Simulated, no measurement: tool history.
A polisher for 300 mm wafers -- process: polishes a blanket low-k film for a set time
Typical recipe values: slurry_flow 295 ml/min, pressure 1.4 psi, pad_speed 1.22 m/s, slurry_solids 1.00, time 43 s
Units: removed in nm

run,hour,slurry_flow,pressure,pad_speed,slurry_solids,time,wafers since the last listed run,wafers polished on this pad,hours since the slurry nozzle was cleaned,hours since the head pressure was calibrated,hours since the slurry blender was calibrated,hours since the conditioning disc was replaced,"incoming thickness of the incoming film, nm",removed
1,0.0,295,1.8,1.02,1.00,55,0,45,12.4,73.9,264.4,0.5,507.4,24.6
2,17.3,295,1.4,1.22,1.15,43,221,267,29.7,91.2,281.7,17.8,504.1,18.8
# hour 37.0: slurry blender recalibrated
3,50.5,295,1.4,1.54,1.00,43,399,666,62.9,124.4,13.5,51.0,513.2,21.5
4,70.5,295,1.4,1.22,1.00,43,256,922,82.9,144.4,33.5,71.0,513.6,17.7
5,103.9,295,1.4,1.22,1.00,43,427,1350,116.3,177.8,66.9,104.4,506.8,17.2
6,162.8,295,1.4,1.22,0.85,43,754,2104,175.2,236.7,125.8,163.3,506.1,16.1
7,197.4,295,1.9,0.92,1.20,32,443,2548,209.8,271.3,160.4,197.9,510.8,13.6
8,219.9,295,1.4,1.22,1.00,43,288,2836,232.3,293.8,182.9,220.4,502.2,16.1
9,250.0,295,1.4,1.22,1.00,39,385,3221,262.4,323.9,213.0,250.5,503.7,14.2
# hour 269.4: worn pad replaced by a new one
10,284.1,295,1.8,1.34,0.80,43,385,188,296.5,358.0,247.1,284.6,507.3,23.0
# hour 292.0: conditioning disc replaced and pad reconditioned
# hour 312.5: slurry blender recalibrated
11,314.8,295,1.4,1.22,1.00,43,341,530,327.2,388.7,2.3,22.8,505.2,18.0
12,334.4,340,1.4,1.00,1.00,43,251,781,346.8,408.3,21.9,42.4,517.0,15.2
# hour 395.0: slurry nozzle cleaned
13,396.1,215,1.4,1.06,1.10,57,777,1559,1.1,470.0,83.6,104.1,514.1,21.1
14,419.4,295,1.4,1.58,1.00,36,298,1857,24.4,493.3,106.9,127.4,509.1,17.9
15,452.9,295,1.4,0.94,1.00,43,429,2286,57.9,526.8,140.4,160.9,510.4,13.6
16,480.7,295,1.4,1.22,1.00,33,356,2642,85.7,554.6,168.2,188.7,514.1,12.9
17,495.4,295,0.9,1.22,1.00,43,188,2830,100.4,569.3,182.9,203.4,515.8,10.9
# hour 507.6: worn pad replaced by a new one
18,523.4,295,1.8,1.22,1.00,55,307,202,128.4,597.3,210.9,231.4,510.3,28.4
# hour 579.9: conditioning disc replaced and pad reconditioned
# hour 599.8: slurry blender recalibrated
19,609.6,235,1.1,0.94,1.00,32,1052,1255,214.6,683.5,9.8,29.7,507.1,8.3
20,643.1,295,1.4,1.22,0.85,43,429,1684,248.1,717.0,43.3,63.2,516.8,15.8
21,672.0,295,1.4,1.22,1.00,43,370,2054,277.0,745.9,72.2,92.1,507.2,16.8
22,699.0,295,1.4,1.54,1.00,43,345,2400,304.0,772.9,99.2,119.1,509.8,19.6
23,729.6,295,1.4,1.22,1.00,56,391,2792,334.6,803.5,129.8,149.7,512.5,20.7
# hour 760.0: worn pad replaced by a new one
24,762.8,370,1.4,1.22,1.00,43,373,35,367.8,836.7,163.0,182.9,509.2,17.6

What if the next run were any one of these 5? Each begins from the tool's condition after run 24:
A,763.2,295,1.4,1.22,1.00,43,5,41,368.2,837.1,163.4,183.3,502.0,?
B,763.2,385,1.0,1.22,1.00,43,5,41,368.2,837.1,163.4,183.3,502.0,?
C,763.2,230,1.4,1.22,1.00,43,5,41,368.2,837.1,163.4,183.3,502.0,?
D,763.2,295,1.4,1.42,1.00,58,5,41,368.2,837.1,163.4,183.3,502.0,?
E,763.2,385,1.4,1.22,1.00,55,5,41,368.2,837.1,163.4,183.3,502.0,?

run,removed
A,18.0
B,13.8
C,17.6
D,27.4
E,23.5
Had the tool no hidden state, the same runs would have come out as:
run,removed
A,18.1
B,13.9
C,17.7
D,27.5
E,23.6
